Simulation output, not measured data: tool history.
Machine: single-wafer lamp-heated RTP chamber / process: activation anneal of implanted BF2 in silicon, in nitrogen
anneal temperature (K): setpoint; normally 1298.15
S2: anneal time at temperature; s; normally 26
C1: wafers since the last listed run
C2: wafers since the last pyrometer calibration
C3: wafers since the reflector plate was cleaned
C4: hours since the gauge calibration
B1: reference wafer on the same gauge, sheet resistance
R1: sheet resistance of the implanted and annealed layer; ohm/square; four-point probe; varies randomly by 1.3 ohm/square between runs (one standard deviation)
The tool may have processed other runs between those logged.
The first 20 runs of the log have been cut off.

Run 21, day 47.125: usual settings but S2 36 s; C1 600; C2 2525; C3 1330; C4 453.0; B1 625.03. Result: R1 550.59 ohm/square.
Run 22, day 52.500: usual settings but anneal temperature (K) 1323.15; C1 1435; C2 3960; C3 2765; C4 582.0; B1 625.18. Result: R1 545.33 ohm/square.
Run 23, day 53.771: usual settings; C1 339; C2 4300; C3 3104; C4 612.5; B1 625.05. Result: R1 559.03 ohm/square.
Run 24, day 54.979: usual settings but S2 39 s; C1 322; C2 4622; C3 3427; C4 641.5; B1 625.16. Result: R1 545.63 ohm/square.
Run 25, day 57.067: usual settings but anneal temperature (K) 1286.15, S2 18 s; C1 557; C2 5180; C3 3984; C4 691.6; B1 625.10. Result: R1 571.98 ohm/square.
At day 58.238: pyrometer window cleaned and pyrometer calibrated.
At day 58.396: reflector plate cleaned.
Run 26, day 59.508: usual settings; C1 520; C2 297; C3 297; C4 750.2; B1 624.99. Result: R1 559.48 ohm/square.
Run 27, day 60.996: usual settings but anneal temperature (K) 1269.15, S2 11 s; C1 397; C2 694; C3 694; C4 785.9; B1 625.19. Result: R1 607.32 ohm/square.
Run 28, day 63.767: usual settings but S2 30 s; C1 739; C2 1434; C3 1434; C4 852.4; B1 625.12. Result: R1 555.72 ohm/square.
Run 29, day 66.071: usual settings but anneal temperature (K) 1314.15, S2 20 s; C1 615; C2 2049; C3 2049; C4 907.7; B1 625.16. Result: R1 558.70 ohm/square.
Run 30, day 68.825: usual settings but S2 19 s; C1 735; C2 2785; C3 2785; C4 973.8; B1 625.53. Result: R1 566.72 ohm/square.
Run 31, day 69.858: usual settings but anneal temperature (K) 1282.15, S2 14 s; C1 275; C2 3060; C3 3060; C4 998.6; B1 625.34. Result: R1 587.22 ohm/square.

Predict the results of run 32:
Run 32, day 71.242: usual settings; C1 369; C2 3430; C3 3430; C4 1031.8; B1 ?. Result: R1 ?.

Run 32 measured B1 624.93, R1 555.98 ohm/square.
With no hidden state in the tool, this same run would have given R1 558.62 ohm/square.
